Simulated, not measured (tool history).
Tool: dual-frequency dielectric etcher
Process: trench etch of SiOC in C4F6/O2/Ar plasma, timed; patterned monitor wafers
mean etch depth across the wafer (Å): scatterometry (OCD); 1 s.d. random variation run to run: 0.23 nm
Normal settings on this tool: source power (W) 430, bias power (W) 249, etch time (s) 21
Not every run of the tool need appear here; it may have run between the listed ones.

| run | hour | source power (W) | bias power (W) | etch time (s) | wafers since the last listed run | hours since the last wet clean | hours since the last source power generator calibration | hours since the last bias power generator calibration | hours since the last upper electrode change | hours since the gauge calibration | read-back reference wafer on the same gauge, depth_nm | mean etch depth across the wafer (Å) |
|---|---|---|---|---|---|---|---|---|---|---|---|---|
| 1 | 0 | 430 | 249 | 23 | 0 | 588.8 | 1204.4 | 2559.7 | 4521.8 | 273.6 | 51.42 | 598.7 |
|  | 75.6 | wet clean of the chamber |
| 2 | 76.1 | 430 | 249 | 23 | 722 | 0.5 | 1280.5 | 2635.8 | 4597.9 | 349.7 | 51.41 | 602.2 |
| 3 | 106.4 | 430 | 249 | 23 | 419 | 30.8 | 1310.8 | 2666.1 | 4628.2 | 380 | 51.33 | 598.3 |
| 4 | 151.1 | 430 | 249 | 21 | 619 | 75.5 | 1355.5 | 2710.8 | 4672.9 | 424.7 | 51.33 | 543.6 |
| 5 | 244 | 430 | 249 | 21 | 1287 | 168.4 | 1448.4 | 2803.7 | 4765.8 | 517.6 | 51.21 | 539.6 |
| 6 | 305.7 | 430 | 204 | 21 | 855 | 230.1 | 1510.1 | 2865.4 | 4827.5 | 579.3 | 51.07 | 496.5 |
|  | 412 | upper electrode replaced |
| 7 | 412.5 | 430 | 204 | 21 | 1147 | 336.9 | 1616.9 | 2972.2 | 0.5 | 686.1 | 50.89 | 495.8 |
| 8 | 453.3 | 430 | 249 | 21 | 565 | 377.7 | 1657.7 | 3013 | 41.3 | 726.9 | 50.82 | 539.7 |
| 9 | 547.8 | 430 | 249 | 21 | 1309 | 472.2 | 1752.2 | 3107.5 | 135.8 | 821.4 | 50.57 | 541.4 |
| 10 | 584.4 | 320 | 249 | 14.5 | 507 | 508.8 | 1788.8 | 3144.1 | 172.4 | 858 | 50.46 | 346 |
| 11 | 625.5 | 430 | 249 | 21 | 569 | 549.9 | 1829.9 | 3185.2 | 213.5 | 899.1 | 50.46 | 538.3 |
|  | 656.3 | source power generator calibrated |
| 12 | 677.5 | 530 | 295 | 25.5 | 665 | 601.9 | 21.2 | 3237.2 | 265.5 | 951.1 | 50.33 | 737.9 |
| 13 | 742.4 | 520 | 270 | 26.5 | 899 | 666.8 | 86.1 | 3302.1 | 330.4 | 1016 | 50.14 | 732.6 |
|  | 782.2 | wet clean of the chamber |
| 14 | 840.3 | 470 | 218 | 25.5 | 1024 | 58.1 | 184 | 3400 | 428.3 | 1113.9 | 49.89 | 625.3 |
|  | 886.7 | gauge calibrated |
|  | 898.8 | bias power generator calibrated |
| 15 | 932.7 | 380 | 192 | 21 | 1225 | 150.5 | 276.4 | 33.9 | 520.7 | 46 | 51.76 | 479.8 |
| 16 | 1016 | 490 | 269 | 27 | 1154 | 233.8 | 359.7 | 117.2 | 604 | 129.3 | 51.92 | 763.5 |
| 17 | 1089.2 | 380 | 192 | 21 | 1014 | 307 | 432.9 | 190.4 | 677.2 | 202.5 | 51.78 | 475.2 |
| 18 | 1175.2 | 430 | 307 | 21 | 1191 | 393 | 518.9 | 276.4 | 763.2 | 288.5 | 51.77 | 604.7 |
| 19 | 1252.3 | 430 | 249 | 21 | 1068 | 470.1 | 596 | 353.5 | 840.3 | 365.6 | 51.65 | 545.1 |

Same runs, no hidden state in the tool, same run-to-run variation:
What the log doesn't record here: etch rate over this chamber's usual, %; source power that arrives over what is set, %; bias power that arrives over what is set, %; gauge reads high (%).
| run | mean etch depth across the wafer (Å) |
|---|---|
| 1 | 601.9 |
| 2 | 606 |
| 3 | 602.5 |
| 4 | 548 |
| 5 | 545.1 |
| 6 | 502.4 |
| 7 | 503.5 |
| 8 | 548.8 |
| 9 | 552.7 |
| 10 | 353.7 |
| 11 | 551.4 |
| 12 | 757.8 |
| 13 | 754.9 |
| 14 | 647.8 |
| 15 | 478.2 |
| 16 | 761.2 |
| 17 | 474.1 |
| 18 | 603.9 |
| 19 | 545 |
